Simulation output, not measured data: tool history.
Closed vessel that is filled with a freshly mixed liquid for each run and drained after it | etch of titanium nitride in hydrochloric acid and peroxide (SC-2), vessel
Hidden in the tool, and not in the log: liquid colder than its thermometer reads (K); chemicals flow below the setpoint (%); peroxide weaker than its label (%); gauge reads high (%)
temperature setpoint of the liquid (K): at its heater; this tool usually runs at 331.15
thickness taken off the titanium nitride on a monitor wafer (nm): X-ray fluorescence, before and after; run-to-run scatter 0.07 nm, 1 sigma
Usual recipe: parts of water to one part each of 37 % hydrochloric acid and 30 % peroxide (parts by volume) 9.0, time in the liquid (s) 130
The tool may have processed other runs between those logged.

run,hour,temperature setpoint of the liquid (K),parts of water to one part each of 37 % hydrochloric acid and 30 % peroxide (parts by volume),time in the liquid (s),wafers since the last listed run,hours since the thermometer was replaced,hours since the chemicals flow meter was replaced,hours since the drum of peroxide was connected,hours since the gauge calibration,"read-back film thickness of the titanium nitride reference wafer, read on the same gauge (nm)",thickness taken off the titanium nitride on a monitor wafer (nm)
1,0.0,338.15,9.0,130,0,1944.2,2241.3,295.9,649.7,39.99,13.43
2,54.6,338.15,9.0,130,6202,1998.8,2295.9,350.5,704.3,39.99,13.36
# hour 62.5: new drum of peroxide connected
# hour 86.3: thermometer replaced
3,88.2,331.15,9.0,155,3589,1.9,2329.5,25.7,737.9,40.01,10.94
4,132.1,331.15,9.0,155,4987,45.8,2373.4,69.6,781.8,40.02,10.69
5,171.7,331.15,9.0,130,4498,85.4,2413.0,109.2,821.4,40.01,8.88
# hour 195.6: chemicals flow meter replaced
6,215.9,331.15,9.0,130,4907,129.6,20.3,153.4,865.6,40.01,9.89
7,239.9,331.15,9.0,130,2726,153.6,44.3,177.4,889.6,40.00,9.90
8,297.9,331.15,9.0,130,6589,211.6,102.3,235.4,947.6,40.00,9.66
9,369.2,331.15,9.0,130,8100,282.9,173.6,306.7,1018.9,40.01,9.48
# hour 390.2: gauge calibrated
# hour 400.4: new drum of peroxide connected
10,407.3,331.15,9.0,130,4214,321.0,211.7,6.9,17.1,40.02,10.19
11,476.3,331.15,9.0,130,7838,390.0,280.7,75.9,86.1,39.99,9.89
12,504.0,331.15,9.0,130,3146,417.7,308.4,103.6,113.8,39.99,9.86
13,569.1,331.15,9.0,130,7395,482.8,373.5,168.7,178.9,40.06,9.80
14,618.5,331.15,10.0,185,5612,532.2,422.9,218.1,228.3,39.97,12.58
15,655.0,328.15,9.0,80,4146,568.7,459.4,254.6,264.8,39.98,4.79
16,707.0,334.15,11.0,165,5907,620.7,511.4,306.6,316.8,40.01,12.14
17,734.1,331.15,4.5,130,3078,647.8,538.5,333.7,343.9,40.00,15.68
# hour 765.8: new drum of peroxide connected
18,769.2,335.15,9.0,170,3873,682.9,573.6,3.4,379.0,39.99,16.70
19,839.3,331.15,9.0,70,7963,753.0,643.7,73.5,449.1,39.98,5.20
20,891.3,337.15,9.0,70,5907,805.0,695.7,125.5,501.1,40.05,7.49
21,923.2,339.65,12.0,130,3624,836.9,727.6,157.4,533.0,40.01,12.58
22,954.4,327.15,7.5,130,3544,868.1,758.8,188.6,564.2,40.02,8.42
23,1023.4,331.15,9.0,160,7838,937.1,827.8,257.6,633.2,40.03,11.33
24,1069.3,323.15,9.0,160,5214,983.0,873.7,303.5,679.1,39.98,6.71
# hour 1090.6: new drum of peroxide connected
25,1102.4,340.15,6.5,150,3646,1016.1,906.8,11.8,712.2,40.04,25.69
26,1168.9,324.15,9.0,190,7554,1082.6,973.3,78.3,778.7,40.03,8.87
27,1208.8,331.15,9.0,130,4532,1122.5,1013.2,118.2,818.6,40.00,9.61

Estimate the outcome of run 28 from the log above:
28,1243.9,339.15,10.0,70,3987,1157.6,1048.3,153.3,853.7,?,?

read-back film thickness of the titanium nitride reference wafer, read on the same gauge (nm): 39.98
thickness taken off the titanium nitride on a monitor wafer (nm): 7.70
Take away the tool's hidden state, keep the run-to-run variation as it was, and the same run would have given thickness taken off the titanium nitride on a monitor wafer (nm) 8.35.

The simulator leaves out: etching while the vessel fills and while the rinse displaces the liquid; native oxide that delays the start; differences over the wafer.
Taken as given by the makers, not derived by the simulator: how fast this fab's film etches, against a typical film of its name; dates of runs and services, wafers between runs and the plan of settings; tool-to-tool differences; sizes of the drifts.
